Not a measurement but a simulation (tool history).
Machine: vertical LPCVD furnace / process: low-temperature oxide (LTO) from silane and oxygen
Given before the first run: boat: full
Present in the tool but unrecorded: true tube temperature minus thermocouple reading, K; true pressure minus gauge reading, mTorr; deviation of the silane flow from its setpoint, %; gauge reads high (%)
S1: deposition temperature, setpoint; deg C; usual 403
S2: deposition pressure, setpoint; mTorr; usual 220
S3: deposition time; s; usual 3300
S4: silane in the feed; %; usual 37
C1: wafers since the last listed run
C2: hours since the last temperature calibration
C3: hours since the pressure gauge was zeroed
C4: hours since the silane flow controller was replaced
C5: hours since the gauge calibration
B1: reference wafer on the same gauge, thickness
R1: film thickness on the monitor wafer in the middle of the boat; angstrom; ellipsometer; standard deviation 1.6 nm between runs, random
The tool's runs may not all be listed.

run	day	S1	S2	S3	S4	C1	C2	C3	C4	C5	B1	R1
1	0.000	403	220	3300	37	0	13.8	3648.4	6013.8	468.2	422.94	4866.7
2	3.200	403	220	3300	42	1351	90.6	3725.2	6090.6	545.0	423.17	5657.1
3	5.125	403	220	3300	42	812	136.8	3771.4	6136.8	591.2	423.08	5646.0
4	5.671	403	220	3300	42	230	149.9	3784.5	6149.9	604.3	422.91	5655.2
5	9.329	403	220	3000	37	1544	237.7	3872.3	6237.7	692.1	423.27	4446.2
6	12.367	403	220	3300	37	1282	310.6	3945.2	6310.6	765.0	423.49	4913.2
7	13.071	403	250	3300	37	297	327.5	3962.1	6327.5	781.9	423.12	5563.6
# day 14.125: silane flow controller replaced
8	14.400	403	220	3300	37	138	359.4	3994.0	6.6	813.8	423.71	4895.6
9	15.762	403	170	3300	41	575	392.1	4026.7	39.3	846.5	422.49	4318.3
10	16.650	403	200	2580	37	374	413.4	4048.0	60.6	867.8	422.49	3480.7
11	17.550	409	220	3300	42	379	435.0	4069.6	82.2	889.4	423.02	6076.6
12	18.742	403	240	3300	37	503	463.6	4098.2	110.8	918.0	422.84	5388.0
13	19.604	396	220	3300	37	364	484.3	4118.9	131.5	938.7	422.92	4538.8
# day 20.767: pressure gauge zeroed
14	20.788	403	170	3300	37	77	512.7	0.5	159.9	967.1	423.02	3807.6
15	20.967	414	195	2190	34	75	517.0	4.8	164.2	971.4	422.87	2933.0
# day 21.346: gauge calibrated
16	21.779	399	270	2880	42	343	536.5	24.3	183.7	10.4	423.52	5853.9
17	23.229	411	265	4620	43	612	571.3	59.1	218.5	45.2	423.04	10767.0
18	24.250	403	245	4440	43	431	595.8	83.6	243.0	69.7	423.14	8871.4
19	24.917	403	220	3300	37	281	611.8	99.6	259.0	85.7	423.45	4932.5
20	25.546	407	220	3300	42	265	626.9	114.7	274.1	100.8	423.97	6005.0
21	26.925	403	220	3300	37	582	660.0	147.8	307.2	133.9	423.72	4962.3
22	28.004	396	190	4260	37	455	685.9	173.7	333.1	159.8	422.74	5071.6
23	28.879	412	265	2910	32	369	706.9	194.7	354.1	180.8	423.00	4809.2
24	30.025	391	240	4560	37	483	734.4	222.2	381.6	208.3	422.91	6538.7
25	31.192	403	260	3300	37	492	762.4	250.2	409.6	236.3	423.35	5827.9
26	32.683	391	240	3780	33	629	798.2	286.0	445.4	272.1	423.09	4620.6
27	33.208	403	220	3300	31	221	810.8	298.6	458.0	284.7	423.30	3895.5
28	34.233	403	220	3300	32	432	835.4	323.2	482.6	309.3	422.51	4101.7
29	35.333	403	220	3300	35	464	861.8	349.6	509.0	335.7	422.83	4580.8
30	36.171	403	220	3300	37	353	881.9	369.7	529.1	355.8	422.53	4987.8

How would selected steps in R1 from run to run divide? Give the signed amount a tool lacking its hidden state would still show from settings, what came in and random variation, and the signed amount left for the hidden state, including any gauge scatter that is not in both of the compared results.
Run 15 -> 16: S1 414 -> 399, S2 195 -> 270, S3 2190 -> 2880, S4 34 -> 42, gauge calibrated. R1 +2920.9 angstrom: hidden state +43.8, all else +2877.1.
Run 16 -> 17: S1 399 -> 411, S2 270 -> 265, S3 2880 -> 4620, S4 42 -> 43. R1 +4913.1 angstrom: hidden state +71.0, all else +4842.1.
Run 18 -> 19: S2 245 -> 220, S3 4440 -> 3300, S4 43 -> 37. R1 -3938.9 angstrom: hidden state -55.8, all else -3883.1.

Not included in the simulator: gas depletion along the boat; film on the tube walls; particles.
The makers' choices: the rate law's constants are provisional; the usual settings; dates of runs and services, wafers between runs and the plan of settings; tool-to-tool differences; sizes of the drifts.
